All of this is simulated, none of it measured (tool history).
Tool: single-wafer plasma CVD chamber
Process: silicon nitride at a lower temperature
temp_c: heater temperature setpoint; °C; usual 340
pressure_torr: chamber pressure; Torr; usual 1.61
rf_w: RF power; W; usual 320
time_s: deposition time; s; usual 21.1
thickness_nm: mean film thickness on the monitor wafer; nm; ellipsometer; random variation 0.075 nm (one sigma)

run   hour  temp_c  pressure_torr  rf_w  time_s  wafers since the last listed run  hours since the last thermocouple change  hours since the last RF generator calibration  hours since the last manometer calibration  hours since the showerhead was replaced  hours since the gauge calibration  read-back reference wafer on the same gauge, thickness_nm  thickness_nm
  1    0.0     340           1.61   320    21.1                                 0                                    2086.1                                         1067.4                                      1559.1                                   6441.0                              135.6                                                     23.580        22.854
  2   41.6     348           1.61   320    21.1                               699                                    2127.7                                         1109.0                                      1600.7                                   6482.6                              177.2                                                     23.601        22.793
  3   99.3     348           1.61   320    21.1                               969                                    2185.4                                         1166.7                                      1658.4                                   6540.3                              234.9                                                     23.571        22.553
  4  166.3     340           1.77   320    21.1                              1126                                    2252.4                                         1233.7                                      1725.4                                   6607.3                              301.9                                                     23.573        23.009
  5  213.3     340           1.77   320    21.1                               789                                    2299.4                                         1280.7                                      1772.4                                   6654.3                              348.9                                                     23.613        23.002
  6  252.4     332           1.61   320    21.1                               657                                    2338.5                                         1319.8                                      1811.5                                   6693.4                              388.0                                                     23.589        22.539
  7  315.0     332           1.61   320    21.1                              1052                                    2401.1                                         1382.4                                      1874.1                                   6756.0                              450.6                                                     23.590        22.350
     328.7  -- RF generator calibrated
  8  352.7     340           1.61   320    21.1                               499                                    2438.8                                           24.0                                      1911.8                                   6793.7                              488.3                                                     23.579        23.576
     415.8  -- thermocouple changed; heater temperature recalibrated
  9  428.2     340           1.61   320    21.1                              1134                                      12.4                                           99.5                                      1987.3                                   6869.2                              563.8                                                     23.600        23.468
     440.7  -- capacitance manometer re-zeroed and calibrated
     452.5  -- showerhead replaced
 10  492.0     340           1.61   320    21.1                               803                                      76.2                                          163.3                                        51.3                                     39.5                              627.6                                                     23.590        23.447
 11  537.6     340           1.61   320    21.1                               766                                     121.8                                          208.9                                        96.9                                     85.1                              673.2                                                     23.588        23.522
     544.9  -- gauge calibrated
 12  592.7     352           1.89   275    21.1                               926                                     176.9                                          264.0                                       152.0                                    140.2                               47.8                                                     23.598        20.874
 13  647.9     340           1.97   340    21.1                               927                                     232.1                                          319.2                                       207.2                                    195.4                              103.0                                                     23.597        26.026
 14  677.5     340           1.41   320    24.7                               497                                     261.7                                          348.8                                       236.8                                    225.0                              132.6                                                     23.570        26.573
 15  731.6     351           1.61   380    17.7                               909                                     315.8                                          402.9                                       290.9                                    279.1                              186.7                                                     23.603        22.725
 16  773.5     340           1.89   355    24.4                               704                                     357.7                                          444.8                                       332.8                                    321.0                              228.6                                                     23.595        30.989

5 ways to go on from here, each from the tool as it stands after run 16. What would each give?
  A  773.9     340           1.61   320    18.6                                 6                                     358.1                                          445.2                                       333.2                                    321.4                              229.0                                                          ?             ?
  B  773.9     344           1.61   355    21.1                                 6                                     358.1                                          445.2                                       333.2                                    321.4                              229.0                                                          ?             ?
  C  773.9     351           1.86   270    22.8                                 6                                     358.1                                          445.2                                       333.2                                    321.4                              229.0                                                          ?             ?
  D  773.9     354           1.61   260    21.1                                 6                                     358.1                                          445.2                                       333.2                                    321.4                              229.0                                                          ?             ?
  E  773.9     326           1.72   320    21.1                                 6                                     358.1                                          445.2                                       333.2                                    321.4                              229.0                                                          ?             ?

run  read-back reference wafer on the same gauge, thickness_nm  thickness_nm
  A                                                     23.602        20.732
  B                                                     23.602        25.787
  C                                                     23.602        22.027
  D                                                     23.602        18.870
  E                                                     23.602        23.994
Without the tool's hidden state the same runs would have given:
run  thickness_nm
  A        20.980
  B        26.083
  C        22.307
  D        19.111
  E        24.280
